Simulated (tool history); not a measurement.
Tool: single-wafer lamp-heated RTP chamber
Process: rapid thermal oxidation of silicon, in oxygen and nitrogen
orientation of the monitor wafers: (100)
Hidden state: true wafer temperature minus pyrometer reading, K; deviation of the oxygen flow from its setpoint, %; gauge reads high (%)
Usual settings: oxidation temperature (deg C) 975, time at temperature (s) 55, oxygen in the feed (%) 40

run   hour  oxidation temperature (deg C)  time at temperature (s)  oxygen in the feed (%)  wafers since the last listed run  wafers since the last pyrometer calibration  hours since the oxygen flow controller was replaced  hours since the gauge calibration  read-back reference wafer on the same gauge, thickness  oxide thickness on the monitor wafer (Å)
  1    0.0                            966                       55                      40                                 0                                         7911                                               3199.0                              174.7                                                   3.900                                     37.90
      17.5  -- pyrometer window cleaned and pyrometer calibrated
  2   22.9                            975                       55                      40                               260                                           94                                               3221.9                              197.6                                                   3.892                                     39.01
  3   58.0                            975                       55                      40                               613                                          708                                               3257.0                              232.7                                                   3.905                                     39.31
  4   72.2                            975                       55                      40                               248                                          957                                               3271.2                              246.9                                                   3.902                                     39.52
  5  102.1                            975                       55                      60                               522                                         1479                                               3301.1                              276.8                                                   3.901                                     44.31
  6  114.4                            975                       55                      60                               215                                         1695                                               3313.4                              289.1                                                   3.899                                     44.40
  7  133.5                            975                       55                      60                               334                                         2029                                               3332.5                              308.2                                                   3.900                                     44.57
  8  161.0                            975                       55                      40                               480                                         2509                                               3360.0                              335.7                                                   3.898                                     39.45
  9  193.2                            975                       55                      40                               563                                         3073                                               3392.2                              367.9                                                   3.901                                     39.65
 10  209.9                            975                       55                      40                               292                                         3365                                               3408.9                              384.6                                                   3.900                                     39.90
 11  229.7                            975                       55                      58                               346                                         3711                                               3428.7                              404.4                                                   3.900                                     44.11
 12  250.4                            975                       55                      40                               361                                         4073                                               3449.4                              425.1                                                   3.899                                     39.67
 13  272.8                            975                       55                      40                               391                                         4465                                               3471.8                              447.5                                                   3.903                                     39.60
 14  305.8                            975                       55                      40                               577                                         5042                                               3504.8                              480.5                                                   3.899                                     39.54
 15  327.7                            975                       55                      40                               382                                         5425                                               3526.7                              502.4                                                   3.905                                     39.93
 16  362.4                            953                       55                      68                               606                                         6031                                               3561.4                              537.1                                                   3.895                                     40.31
     396.2  -- gauge calibrated
 17  419.8                            959                       55                      40                              1003                                         7035                                               3618.8                               23.6                                                   3.898                                     36.29
 18  434.4                           1003                       42                      30                               255                                         7290                                               3633.4                               38.2                                                   3.900                                     39.52
 19  467.0                            959                       82                      17                               570                                         7861                                               3666.0                               70.8                                                   3.896                                     33.79
     491.8  -- oxygen flow controller replaced
 20  494.0                            975                       55                      40                               332                                         8193                                                  2.2                               97.8                                                   3.897                                     39.93
 21  509.9                            958                       42                      40                               278                                         8471                                                 18.1                              113.7                                                   3.906                                     33.21
 22  526.8                            984                       55                      17                               295                                         8766                                                 35.0                              130.6                                                   3.907                                     33.86
 23  543.2                            975                       77                      40                               286                                         9053                                                 51.4                              147.0                                                   3.900                                     45.36
     554.1  -- pyrometer window cleaned and pyrometer calibrated
 24  557.0                            975                       65                      40                               101                                           49                                                 65.2                              160.8                                                   3.901                                     41.61
 25  587.9                            955                       39                      40                               540                                          590                                                 96.1                              191.7                                                   3.896                                     31.42
 26  608.3                            988                       63                      30                               356                                          947                                                116.5                              212.1                                                   3.901                                     41.40
 27  635.6                            975                       55                      40                               477                                         1424                                                143.8                              239.4                                                   3.901                                     39.45
 28  648.4                            975                       55                      40                               223                                         1648                                                156.6                              252.2                                                   3.900                                     39.49
 29  670.9                            975                       55                      40                               393                                         2041                                                179.1                              274.7                                                   3.900                                     39.64
 30  687.1                            975                       45                      40                               283                                         2325                                                195.3                              290.9                                                   3.896                                     36.77
 31  701.5                            966                       55                      17                               251                                         2576                                                209.7                              305.3                                                   3.899                                     31.32

Forecast each of these 3 alternatives for the next run:
  A  701.9                            975                       55                      59                                 6                                         2583                                                210.1                              305.7                                                       ?                                         ?
  B  701.9                            975                       73                      17                                 6                                         2583                                                210.1                              305.7                                                       ?                                         ?
  C  701.9                            975                       77                      58                                 6                                         2583                                                210.1                              305.7                                                       ?                                         ?

run  read-back reference wafer on the same gauge, thickness  oxide thickness on the monitor wafer (Å)
  A                                                   3.904                                     44.21
  B                                                   3.904                                     35.10
  C                                                   3.904                                     50.47
Without the tool's hidden state the same runs would have given:
run  oxide thickness on the monitor wafer (Å)
  A                                     43.64
  B                                     34.76
  C                                     49.77

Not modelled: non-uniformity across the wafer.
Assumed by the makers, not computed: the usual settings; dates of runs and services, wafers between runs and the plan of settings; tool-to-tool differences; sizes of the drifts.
